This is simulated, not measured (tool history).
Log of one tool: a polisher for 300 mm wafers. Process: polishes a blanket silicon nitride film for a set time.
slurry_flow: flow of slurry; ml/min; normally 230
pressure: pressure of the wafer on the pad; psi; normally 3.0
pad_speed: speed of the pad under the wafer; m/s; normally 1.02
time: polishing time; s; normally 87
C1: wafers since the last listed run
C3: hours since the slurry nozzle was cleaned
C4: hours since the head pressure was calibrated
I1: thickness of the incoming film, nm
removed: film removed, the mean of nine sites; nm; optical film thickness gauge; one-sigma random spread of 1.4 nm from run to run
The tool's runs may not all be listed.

Run 1, hour 0.0: usual settings; C1 0; wafers polished on this pad 424; C3 270.6; C4 269.0; I1 477.5. Result: removed 117.4 nm.
Run 2, hour 100.7: usual settings; C1 876; wafers polished on this pad 1300; C3 371.3; C4 369.7; I1 476.8. Result: removed 119.9 nm.
Run 3, hour 161.8: usual settings but pressure 2.7 psi; C1 531; wafers polished on this pad 1831; C3 432.4; C4 430.8; I1 485.9. Result: removed 107.9 nm.
Run 4, hour 219.9: usual settings but pressure 2.7 psi; C1 505; wafers polished on this pad 2337; C3 490.5; C4 488.9; I1 479.4. Result: removed 104.3 nm.
Run 5, hour 270.3: usual settings but pressure 2.7 psi; C1 438; wafers polished on this pad 2775; C3 540.9; C4 539.3; I1 469.8. Result: removed 106.2 nm.
At hour 306.9: worn pad replaced by a new one.
Run 6, hour 351.1: usual settings but slurry_flow 175 ml/min; C1 668; wafers polished on this pad 384; C3 621.7; C4 620.1; I1 489.6. Result: removed 111.7 nm.
At hour 445.6: slurry nozzle cleaned.
Run 7, hour 447.1: usual settings but slurry_flow 175 ml/min; C1 826; wafers polished on this pad 1211; C3 1.5; C4 716.1; I1 485.9. Result: removed 108.8 nm.
Run 8, hour 522.0: usual settings but slurry_flow 175 ml/min; C1 651; wafers polished on this pad 1862; C3 76.4; C4 791.0; I1 476.9. Result: removed 105.4 nm.
At hour 602.3: head pressure recalibrated.
Run 9, hour 613.5: usual settings; C1 778; wafers polished on this pad 2641; C3 167.9; C4 11.2; I1 481.6. Result: removed 109.3 nm.
At hour 663.2: worn pad replaced by a new one.
Run 10, hour 684.0: usual settings; C1 578; wafers polished on this pad 180; C3 238.4; C4 81.7; I1 477.5. Result: removed 109.0 nm.
Run 11, hour 756.5: usual settings but time 80 s; C1 630; wafers polished on this pad 811; C3 310.9; C4 154.2; I1 480.0. Result: removed 100.1 nm.
Run 12, hour 837.4: usual settings but time 80 s; C1 703; wafers polished on this pad 1515; C3 391.8; C4 235.1; I1 482.7. Result: removed 99.8 nm.
Run 13, hour 890.7: usual settings but time 80 s; C1 463; wafers polished on this pad 1978; C3 445.1; C4 288.4; I1 482.0. Result: removed 99.8 nm.
At hour 912.5: slurry nozzle cleaned, repeated, since the last time left the tool worse.
Run 14, hour 968.0: usual settings but pad_speed 1.30 m/s, time 62 s; C1 663; wafers polished on this pad 2642; C3 55.5; C4 365.7; I1 481.8. Result: removed 101.4 nm.
Run 15, hour 1070.9: usual settings; C1 895; wafers polished on this pad 3537; C3 158.4; C4 468.6; I1 474.0. Result: removed 120.3 nm.
At hour 1083.0: worn pad replaced by a new one.
Run 16, hour 1176.0: usual settings but pressure 3.3 psi; C1 879; wafers polished on this pad 809; C3 263.5; C4 573.7; I1 478.2. Result: removed 130.9 nm.
Run 17, hour 1232.7: usual settings but slurry_flow 280 ml/min, time 104 s; C1 493; wafers polished on this pad 1302; C3 320.2; C4 630.4; I1 476.2. Result: removed 146.7 nm.
Run 18, hour 1309.5: usual settings; C1 668; wafers polished on this pad 1970; C3 397.0; C4 707.2; I1 488.2. Result: removed 118.6 nm.
Run 19, hour 1347.4: usual settings but pressure 3.4 psi, pad_speed 1.16 m/s; C1 329; wafers polished on this pad 2300; C3 434.9; C4 745.1; I1 484.1. Result: removed 144.4 nm.
At hour 1381.6: head pressure recalibrated.
Run 20, hour 1409.1: usual settings but slurry_flow 175 ml/min, time 96 s; C1 519; wafers polished on this pad 2819; C3 496.6; C4 27.5; I1 481.9. Result: removed 126.2 nm.
At hour 1423.4: worn pad replaced by a new one.
Run 21, hour 1445.2: usual settings but slurry_flow 165 ml/min, time 100 s; C1 279; wafers polished on this pad 189; C3 532.7; C4 63.6; I1 486.6. Result: removed 128.0 nm.
Run 22, hour 1545.8: usual settings; C1 875; wafers polished on this pad 1064; C3 633.3; C4 164.2; I1 484.8. Result: removed 116.9 nm.
Run 23, hour 1619.1: usual settings; C1 637; wafers polished on this pad 1702; C3 706.6; C4 237.5; I1 479.6. Result: removed 119.0 nm.
At hour 1635.6: slurry nozzle cleaned.
Run 24, hour 1674.6: usual settings but pressure 3.3 psi; C1 474; wafers polished on this pad 2176; C3 39.0; C4 293.0; I1 471.8. Result: removed 135.4 nm.
Run 25, hour 1756.7: usual settings but slurry_flow 295 ml/min, pressure 2.7 psi, pad_speed 0.80 m/s, time 77 s; C1 714; wafers polished on this pad 2890; C3 121.1; C4 375.1; I1 486.5. Result: removed 86.3 nm.
At hour 1795.2: worn pad replaced by a new one.
Run 26, hour 1797.2: usual settings but slurry_flow 155 ml/min, time 99 s; C1 317; wafers polished on this pad 17; C3 161.6; C4 415.6; I1 479.9. Result: removed 126.8 nm.
Run 27, hour 1872.1: usual settings but slurry_flow 180 ml/min, pad_speed 1.28 m/s, time 99 s; C1 651; wafers polished on this pad 669; C3 236.5; C4 490.5; I1 478.2. Result: removed 147.8 nm.

Had the tool no unlogged condition, and each run kept its random variation, what would the results have been?
The hidden state here: removal rate lost through wear of the pad, %; slurry flow missing at the pad, %; deviation of the head's pressure from its setpoint, %.
run  removed
  1    120.2
  2    123.2
  3    111.1
  4    107.6
  5    109.7
  6    116.8
  7    117.9
  8    116.8
  9    120.4
 10    121.4
 11    112.7
 12    113.4
 13    113.9
 14    102.1
 15    122.1
 16    133.8
 17    149.7
 18    121.9
 19    148.6
 20    131.2
 21    133.6
 22    120.8
 23    123.1
 24    136.0
 25     87.1
 26    129.5
 27    151.4
